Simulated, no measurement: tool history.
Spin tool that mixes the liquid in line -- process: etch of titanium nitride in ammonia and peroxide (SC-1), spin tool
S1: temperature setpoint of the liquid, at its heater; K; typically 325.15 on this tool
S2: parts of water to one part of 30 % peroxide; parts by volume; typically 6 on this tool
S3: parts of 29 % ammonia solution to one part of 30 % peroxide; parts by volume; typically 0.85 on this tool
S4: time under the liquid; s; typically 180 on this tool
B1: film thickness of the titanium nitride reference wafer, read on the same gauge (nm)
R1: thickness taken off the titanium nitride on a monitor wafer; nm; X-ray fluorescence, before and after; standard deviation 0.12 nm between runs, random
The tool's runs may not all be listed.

run 1 day=0 | S1=325.15 S2=6 S3=0.85 S4=180 | B1=30.01 | R1=15.15
run 2 day=3.662 | S1=325.15 S2=6 S3=0.85 S4=180 | B1=29.99 | R1=14.95
run 3 day=8.879 | S1=325.15 S2=6 S3=0.85 S4=180 | B1=29.98 | R1=13.97
run 4 day=13.121 | S1=325.15 S2=6 S3=0.85 S4=180 | B1=29.95 | R1=13.8
run 5 day=14.925 | S1=325.15 S2=6 S3=0.85 S4=180 | B1=30 | R1=13.87
run 6 day=17.238 | S1=325.15 S2=6 S3=0.85 S4=180 | B1=29.98 | R1=13.57
run 7 day=20.362 | S1=325.15 S2=6 S3=0.85 S4=180 | B1=29.98 | R1=13.77
run 8 day=24.571 | S1=325.15 S2=6 S3=0.85 S4=180 | B1=29.99 | R1=13.47
run 9 day=27.317 | S1=325.15 S2=6 S3=0.85 S4=180 | B1=29.97 | R1=13.42
run 10 day=31.088 | S1=331.15 S2=6 S3=1.15 S4=180 | B1=29.98 | R1=25.61
run 11 day=33.325 | S1=325.15 S2=8 S3=0.65 S4=250 | B1=30.02 | R1=19
run 12 day=35.738 | S1=325.15 S2=6 S3=0.85 S4=180 | B1=30.05 | R1=16.34
run 13 day=39.575 | S1=325.15 S2=6 S3=0.85 S4=180 | B1=30.03 | R1=16.01
run 14 day=43.4 | S1=322.65 S2=6 S3=0.85 S4=180 | B1=30.02 | R1=13.42
run 15 day=47.521 | S1=325.15 S2=6 S3=0.55 S4=180 | B1=29.98 | R1=14.82
run 16 day=49.854 | S1=325.15 S2=5 S3=0.55 S4=70 | B1=30 | R1=6.18
run 17 day=53.8 | S1=328.15 S2=8.5 S3=0.85 S4=180 | B1=30 | R1=16.17
run 18 day=56.067 | S1=325.15 S2=6 S3=0.85 S4=180 | B1=29.95 | R1=15.57
run 19 day=57.804 | S1=325.15 S2=6 S3=0.85 S4=180 | B1=30.01 | R1=15.52
run 20 day=60.558 | S1=325.15 S2=6 S3=0.85 S4=135 | B1=29.99 | R1=11.54
run 21 day=63.7 | S1=328.15 S2=6 S3=1.05 S4=180 | B1=30.01 | R1=19.32
run 22 day=67.142 | S1=325.15 S2=6 S3=0.65 S4=130 | B1=30.05 | R1=10.46
run 23 day=70.533 | S1=315.65 S2=6 S3=1 S4=280 | B1=30.01 | R1=11.95

Taken out of this log: 8 entries between the listed runs. Where each belongs, and how the hidden state differs across it:
Run 2 -> run 3: thermometer replaced (day 8.333)
  liquid colder than its thermometer reads (K): 1.46 -> 2.38
  the result without the hidden state subtracted from the measured one, R1: -1.59 -> -2.51 nm
Run 7 -> run 8: new drum of ammonia solution connected (day 21.308)
  liquid colder than its thermometer reads (K): 2.76 -> 2.9
  the result without the hidden state subtracted from the measured one, R1: -2.9 -> -3.01 nm
Run 9 -> run 10: thermometer replaced, repeated, since the last time left the tool worse (day 29.121)
  liquid colder than its thermometer reads (K): 2.99 -> 0.127
  the result without the hidden state subtracted from the measured one, R1: -3.1 -> -0.22 nm
Run 10 -> run 11: gauge calibrated (day 31.767)
  liquid colder than its thermometer reads (K): 0.127 -> 0.201
  the result without the hidden state subtracted from the measured one, R1: -0.22 -> -0.27 nm
Run 12 -> run 13: heated supply line repaired (day 37.892)
  liquid colder than its thermometer reads (K): 0.282 -> 0.409
  the result without the hidden state subtracted from the measured one, R1: -0.31 -> -0.46 nm
Run 13 -> run 14: ammonia flow meter replaced (day 40.188)
  liquid colder than its thermometer reads (K): 0.409 -> 0.537
  the result without the hidden state subtracted from the measured one, R1: -0.46 -> -0.52 nm
Run 14 -> run 15: new drum of ammonia solution connected (day 44.983)
  liquid colder than its thermometer reads (K): 0.537 -> 0.674
  the result without the hidden state subtracted from the measured one, R1: -0.52 -> -0.7 nm
Run 22 -> run 23: new drum of ammonia solution connected (day 69.529)
  liquid colder than its thermometer reads (K): 1.33 -> 1.44
  the result without the hidden state subtracted from the measured one, R1: -1.01 -> -1.33 nm
